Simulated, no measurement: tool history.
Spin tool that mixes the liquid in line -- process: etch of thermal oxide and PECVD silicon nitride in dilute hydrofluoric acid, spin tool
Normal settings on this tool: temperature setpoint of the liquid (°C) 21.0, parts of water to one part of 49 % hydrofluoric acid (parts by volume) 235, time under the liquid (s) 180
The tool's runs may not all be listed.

run,hour,temperature setpoint of the liquid (°C),parts of water to one part of 49 % hydrofluoric acid (parts by volume),time under the liquid (s),"read-back film thickness of the thermal oxide reference wafer, read on the same gauge (nm)","read-back film thickness of the PECVD silicon nitride reference wafer, read on the same gauge (nm)",thickness taken off the thermal oxide on a monitor wafer (nm),thickness taken off the PECVD silicon nitride on a monitor wafer (nm)
1,0.0,21.0,290,180,50.003,130.004,2.211,3.124
2,70.2,21.0,235,180,50.005,130.016,2.840,3.908
3,121.1,21.0,235,180,50.016,129.990,2.843,3.858
# hour 182.3: thermometer replaced
# hour 184.2: gauge calibrated
4,199.0,21.0,235,180,49.981,130.016,2.826,3.886
5,291.2,21.0,195,245,49.974,129.981,4.793,6.312
6,369.3,21.0,195,245,49.994,129.979,4.915,6.428
7,415.4,21.0,195,245,49.985,130.014,4.939,6.481
8,493.8,24.5,160,180,50.015,129.995,5.228,7.164
9,597.4,18.0,345,125,50.001,130.035,1.148,1.551
# hour 669.5: thermometer replaced
10,694.4,21.0,235,265,50.020,130.031,4.327,5.834
11,799.8,21.0,235,180,50.000,129.998,2.998,4.031
# hour 830.2: hydrofluoric acid flow meter replaced
# hour 844.1: gauge calibrated
12,893.3,21.0,320,75,49.997,130.018,0.715,1.110
13,958.1,17.0,205,220,49.985,129.993,3.231,3.890
14,1039.5,21.0,235,180,50.020,130.000,2.618,3.648
15,1142.1,22.5,235,120,50.007,129.997,1.869,2.725

What if the next run were any one of these 5? Each begins from the tool's condition after run 15:
A,1142.6,21.0,235,255,?,?,?,?
B,1142.6,17.0,300,80,?,?,?,?
C,1142.6,17.0,235,255,?,?,?,?
D,1142.6,17.0,180,245,?,?,?,?
E,1142.6,22.5,190,260,?,?,?,?

run,"read-back film thickness of the thermal oxide reference wafer, read on the same gauge (nm)","read-back film thickness of the PECVD silicon nitride reference wafer, read on the same gauge (nm)",thickness taken off the thermal oxide on a monitor wafer (nm),thickness taken off the PECVD silicon nitride on a monitor wafer (nm)
A,50.001,130.021,3.726,5.141
B,50.001,130.021,0.743,0.983
C,50.001,130.021,3.196,3.955
D,50.001,130.021,4.211,4.905
E,50.001,130.021,5.200,7.109
What these runs would have given with no unlogged condition in the tool:
run,thickness taken off the thermal oxide on a monitor wafer (nm),thickness taken off the PECVD silicon nitride on a monitor wafer (nm)
A,3.641,5.047
B,0.726,0.966
C,3.124,3.884
D,4.119,4.817
E,5.083,6.977
